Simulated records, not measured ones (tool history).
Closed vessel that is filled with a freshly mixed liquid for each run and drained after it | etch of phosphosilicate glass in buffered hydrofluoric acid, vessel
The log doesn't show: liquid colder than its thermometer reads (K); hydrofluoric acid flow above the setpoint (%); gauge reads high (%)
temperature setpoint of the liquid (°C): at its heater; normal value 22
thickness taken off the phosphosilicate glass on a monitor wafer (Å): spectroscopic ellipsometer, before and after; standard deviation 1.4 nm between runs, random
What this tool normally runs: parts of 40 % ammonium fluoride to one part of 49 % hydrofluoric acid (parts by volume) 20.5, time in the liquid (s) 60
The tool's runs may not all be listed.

run,hour,temperature setpoint of the liquid (°C),parts of 40 % ammonium fluoride to one part of 49 % hydrofluoric acid (parts by volume),time in the liquid (s),wafers since the last listed run,hours since the thermometer was replaced,hours since the hydrofluoric acid flow meter was replaced,hours since the gauge calibration,"read-back film thickness of the phosphosilicate glass reference wafer, read on the same gauge (nm)",thickness taken off the phosphosilicate glass on a monitor wafer (Å)
1,0,22,20.5,60,0,2358.6,407,309.5,89.98,1808.9
2,70.8,23.5,20.5,60,4423,2429.4,477.8,380.3,89.99,1978.1
3,139.9,23.5,20.5,60,4317,2498.5,546.9,449.4,90.01,1993.2
4,197,23.5,20.5,60,3567,2555.6,604,506.5,89.96,1997.7
5,255.5,22,20.5,60,3655,2614.1,662.5,565,90.01,1807.8
6,362.6,22,20.5,60,6692,2721.2,769.6,672.1,90.03,1874.3
7,454.2,22,20.5,60,5723,2812.8,861.2,763.7,90.05,1878.3
8,503.5,22,20.5,60,3080,2862.1,910.5,813,90.05,1886.2
9,541.2,22,20.5,60,2355,2899.8,948.2,850.7,89.99,1909.9
# hour 560.7: hydrofluoric acid flow meter replaced
10,595.2,22,20.5,60,3311,2953.8,34.5,904.7,89.93,1737
11,699.8,22,20.5,60,6535,3058.4,139.1,1009.3,90.04,1760.1
# hour 707.2: thermometer replaced
12,764.9,22,16.5,60,4005,57.7,204.2,1074.4,89.99,2158.3
13,831.2,22,28.5,35,4142,124,270.5,1140.7,90,820.7
14,927.2,22,20.5,60,5998,220,366.5,1236.7,89.98,1822.8
15,987.8,24,24.5,75,3786,280.6,427.1,1297.3,90.02,2204.5
16,1032.7,22,23,60,2805,325.5,472,1342.2,89.97,1657.5
17,1083.3,22,27.5,60,3161,376.1,522.6,1392.8,90.01,1452.7
18,1149.3,19,20.5,75,4123,442.1,588.6,1458.8,89.96,1921.4
19,1196.1,23.5,14.5,90,2924,488.9,635.4,1505.6,89.96,4187.8
20,1298.6,22,23.5,60,6404,591.4,737.9,1608.1,89.95,1656.3
21,1384.3,27,24.5,30,5354,677.1,823.6,1693.8,89.98,1062.1
22,1445.7,26.5,23,40,3836,738.5,885,1755.2,90,1437.9
# hour 1480.7: gauge calibrated
23,1525.9,22,20.5,60,5011,818.7,965.2,45.2,89.95,1879.3
24,1615.3,22,20.5,60,5586,908.1,1054.6,134.6,89.97,1877.1
25,1652.1,19.5,14.5,75,2299,944.9,1091.4,171.4,90.02,2914
26,1692.7,22,20.5,60,2536,985.5,1132,212,90.04,1918
# hour 1757.8: hydrofluoric acid flow meter replaced
27,1799.1,17.5,24,30,6585,1091.9,41.3,318.4,90.01,603.3
28,1900.9,26.5,27.5,85,6360,1193.7,143.1,420.2,90,2605.6
29,1941.2,22,17,30,2518,1234,183.4,460.5,89.98,1061.4
30,2046.5,18.5,20.5,30,6579,1339.3,288.7,565.8,89.93,738.9
31,2102.3,22,20.5,85,3486,1395.1,344.5,621.6,90,2547.7

Describe how what the log doesn't record of the tool's condition differs between the last listed run preceding each entry between runs and the first listed run following it.
Logged between run 9 and run 10: hydrofluoric acid flow meter replaced (hour 560.7)
  hydrofluoric acid flow above the setpoint (%): 9.53 -> 0.714
  difference, measured minus the result without the unlogged condition, thickness taken off the phosphosilicate glass on a monitor wafer (Å): +151.3 -> +8.5
Logged between run 11 and run 12: thermometer replaced (hour 707.2)
  hydrofluoric acid flow above the setpoint (%): 1.63 -> 2.19
  difference, measured minus the result without the unlogged condition, thickness taken off the phosphosilicate glass on a monitor wafer (Å): +19.4 -> +45.6
Logged between run 22 and run 23: gauge calibrated (hour 1480.7)
  hydrofluoric acid flow above the setpoint (%): 8.13 -> 8.83
  difference, measured minus the result without the unlogged condition, thickness taken off the phosphosilicate glass on a monitor wafer (Å): +75.1 -> +137.8
Logged between run 26 and run 27: hydrofluoric acid flow meter replaced (hour 1757.8)
  hydrofluoric acid flow above the setpoint (%): 10.3 -> 1.5
  difference, measured minus the result without the unlogged condition, thickness taken off the phosphosilicate glass on a monitor wafer (Å): +163.7 -> +6.2
